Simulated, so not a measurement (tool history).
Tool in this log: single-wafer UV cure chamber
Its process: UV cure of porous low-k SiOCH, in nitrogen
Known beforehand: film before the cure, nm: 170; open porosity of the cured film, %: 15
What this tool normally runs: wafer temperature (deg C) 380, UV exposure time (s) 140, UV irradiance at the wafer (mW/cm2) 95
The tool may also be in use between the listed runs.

run   hour  wafer temperature (deg C)  UV exposure time (s)  UV irradiance at the wafer (mW/cm2)  wafers since the last listed run  hours since the UV bulbs were replaced  wafers since the quartz window was cleaned  loss of film thickness in the cure (%)
  1      0                        380                   140                                   95                                 0                                  2042.3                                        2382                                   7.982
  2    6.6                        380                   140                                   95                                47                                  2048.9                                        2430                                   7.867
  3   17.7                        380                   140                                   95                                80                                    2060                                        2511                                   7.991
  4   31.9                        380                   140                                   95                               103                                  2074.2                                        2614                                   7.917
  5   46.3                        380                   140                                   95                               104                                  2088.6                                        2719                                   8.056
  6   63.7                        380                   140                                   95                               126                                    2106                                        2845                                   7.946
  7   92.9                        380                   140                                   95                               212                                  2135.2                                        3057                                   7.904
  8  106.9                        380                   140                                   95                               101                                  2149.2                                        3159                                   7.608
  9  115.5                        391                   140                                   95                                62                                  2157.8                                        3222                                   7.838
     126.5  -- quartz window cleaned
 10  130.3                        367                   185                                   95                                49                                  2172.6                                          27                                   9.007
     149.2  -- UV bulbs replaced
 11  149.7                        362                   140                                   95                                82                                     0.5                                         110                                   7.913
 12  154.2                        380                   185                                  105                                32                                       5                                         142                                   9.868
 13  168.7                        380                   140                                   95                               105                                    19.5                                         248                                   8.302
 14  182.7                        386                   170                                   95                               101                                    33.5                                         350                                   9.139
 15  189.4                        380                   115                                   57                                48                                    40.2                                         398                                   5.656
 16  198.4                        380                   165                                   69                                65                                    49.2                                         464                                   7.676

Forecast each of these 3 alternatives for the next run:
  A  198.9                        380                   140                                   95                                 3                                    49.7                                         467                                       ?
  B  198.9                        380                    75                                  109                                 3                                    49.7                                         467                                       ?
  C  198.9                        385                   205                                   72                                 3                                    49.7                                         467                                       ?

run  loss of film thickness in the cure (%)
  A                                   8.286
  B                                   6.457
  C                                   8.774
Had the tool no hidden state, the same runs would have come out as:
run  loss of film thickness in the cure (%)
  A                                   8.395
  B                                   6.559
  C                                   8.886
